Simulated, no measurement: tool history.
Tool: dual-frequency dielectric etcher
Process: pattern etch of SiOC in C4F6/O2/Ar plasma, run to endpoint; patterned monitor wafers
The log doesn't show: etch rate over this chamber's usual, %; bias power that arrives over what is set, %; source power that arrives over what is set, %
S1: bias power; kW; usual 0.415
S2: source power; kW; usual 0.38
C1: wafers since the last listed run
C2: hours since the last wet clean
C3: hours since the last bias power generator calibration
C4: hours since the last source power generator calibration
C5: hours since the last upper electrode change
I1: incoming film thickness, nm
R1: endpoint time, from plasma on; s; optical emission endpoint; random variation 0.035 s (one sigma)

Run 1, hour 0: usual settings; C1 0; C2 185.9; C3 5142.4; C4 2251.7; C5 3954.3; I1 32.37. Result: R1 11.5 s.
Run 2, hour 20.7: usual settings but S1 0.358 kW; C1 323; C2 206.6; C3 5163.1; C4 2272.4; C5 3975; I1 32.24. Result: R1 11.9 s.
Run 3, hour 37.1: usual settings; C1 256; C2 223; C3 5179.5; C4 2288.8; C5 3991.4; I1 32.14. Result: R1 11.4 s.
Run 4, hour 71.8: usual settings; C1 541; C2 257.7; C3 5214.2; C4 2323.5; C5 4026.1; I1 32.2. Result: R1 11.3 s.
Run 5, hour 90.1: usual settings; C1 285; C2 276; C3 5232.5; C4 2341.8; C5 4044.4; I1 31.98. Result: R1 11.2 s.
Run 6, hour 114.1: usual settings; C1 374; C2 300; C3 5256.5; C4 2365.8; C5 4068.4; I1 32.25. Result: R1 11.3 s.
Run 7, hour 129.5: usual settings; C1 240; C2 315.4; C3 5271.9; C4 2381.2; C5 4083.8; I1 31.99. Result: R1 11.3 s.
Run 8, hour 159: usual settings; C1 460; C2 344.9; C3 5301.4; C4 2410.7; C5 4113.3; I1 32.56. Result: R1 11.4 s.
Run 9, hour 191.7: usual settings but S1 0.49 kW; C1 510; C2 377.6; C3 5334.1; C4 2443.4; C5 4146; I1 31.91. Result: R1 10.6 s.
Run 10, hour 224.5: usual settings but S1 0.49 kW; C1 512; C2 410.4; C3 5366.9; C4 2476.2; C5 4178.8; I1 32.29. Result: R1 10.6 s.
At hour 231.8: bias power generator calibrated.
Run 11, hour 249.3: usual settings but S1 0.49 kW; C1 324; C2 435.2; C3 17.5; C4 2501; C5 4203.6; I1 32.02. Result: R1 10.6 s.
Run 12, hour 263.1: usual settings; C1 215; C2 449; C3 31.3; C4 2514.8; C5 4217.4; I1 32.15. Result: R1 11.2 s.
Run 13, hour 277.1: usual settings; C1 218; C2 463; C3 45.3; C4 2528.8; C5 4231.4; I1 31.9. Result: R1 11.1 s.
Run 14, hour 304.7: usual settings but S1 0.331 kW, S2 0.41 kW; C1 430; C2 490.6; C3 72.9; C4 2556.4; C5 4259; I1 32.35. Result: R1 11.7 s.
Run 15, hour 338.4: usual settings; C1 526; C2 524.3; C3 106.6; C4 2590.1; C5 4292.7; I1 32.06. Result: R1 11.2 s.
At hour 345: source power generator calibrated.
Run 16, hour 361.6: usual settings; C1 299; C2 547.5; C3 129.8; C4 16.6; C5 4315.9; I1 32.56. Result: R1 11.3 s.
Run 17, hour 377.1: usual settings but S1 0.372 kW, S2 0.47 kW; C1 241; C2 563; C3 145.3; C4 32.1; C5 4331.4; I1 32.31. Result: R1 10.7 s.
Run 18, hour 392.9: usual settings but S1 0.454 kW, S2 0.29 kW; C1 246; C2 578.8; C3 161.1; C4 47.9; C5 4347.2; I1 32.21. Result: R1 11.9 s.
At hour 426: upper electrode replaced.
Run 19, hour 426.5: usual settings but S2 0.45 kW; C1 149; C2 612.4; C3 194.7; C4 81.5; C5 0.5; I1 31.98. Result: R1 10.4 s.
Run 20, hour 439.8: usual settings; C1 207; C2 625.7; C3 208; C4 94.8; C5 13.8; I1 31.88. Result: R1 11 s.
At hour 473.3: wet clean of the chamber.
Run 21, hour 473.8: usual settings but S1 0.357 kW, S2 0.41 kW; C1 156; C2 0.5; C3 242; C4 128.8; C5 47.8; I1 32.07. Result: R1 11.7 s.
Run 22, hour 491.6: usual settings but S1 0.32 kW; C1 277; C2 18.3; C3 259.8; C4 146.6; C5 65.6; I1 31.93. Result: R1 12.4 s.
Run 23, hour 523.1: usual settings; C1 491; C2 49.8; C3 291.3; C4 178.1; C5 97.1; I1 32.01. Result: R1 11.4 s.
Run 24, hour 547: usual settings but S1 0.478 kW, S2 0.45 kW; C1 373; C2 73.7; C3 315.2; C4 202; C5 121; I1 32.13. Result: R1 10.3 s.
Run 25, hour 567.7: usual settings but S1 0.505 kW, S2 0.32 kW; C1 323; C2 94.4; C3 335.9; C4 222.7; C5 141.7; I1 32.37. Result: R1 11.6 s.
Run 26, hour 637.8: usual settings but S1 0.363 kW, S2 0.33 kW; C1 1094; C2 164.5; C3 406; C4 292.8; C5 211.8; I1 31.82. Result: R1 12.4 s.
Run 27, hour 654.1: usual settings but S1 0.454 kW, S2 0.29 kW; C1 254; C2 180.8; C3 422.3; C4 309.1; C5 228.1; I1 32.28. Result: R1 12.2 s.

Forecast each of these 4 alternatives for the next run:
Run A, hour 654.5: usual settings; C1 6; C2 181.2; C3 422.7; C4 309.5; C5 228.5; I1 32.18. Result: R1 ?.
Run B, hour 654.5: usual settings but S2 0.35 kW; C1 6; C2 181.2; C3 422.7; C4 309.5; C5 228.5; I1 32.18. Result: R1 ?.
Run C, hour 654.5: usual settings but S1 0.356 kW, S2 0.45 kW; C1 6; C2 181.2; C3 422.7; C4 309.5; C5 228.5; I1 32.18. Result: R1 ?.
Run D, hour 654.5: usual settings but S1 0.321 kW, S2 0.34 kW; C1 6; C2 181.2; C3 422.7; C4 309.5; C5 228.5; I1 32.18. Result: R1 ?.

run    R1
  A  11.4
  B  11.8
  C  11.3
  D  12.9
Without the tool's hidden state the same runs would have given:
run    R1
  A  11.6
  B  11.9
  C  11.4
  D    13
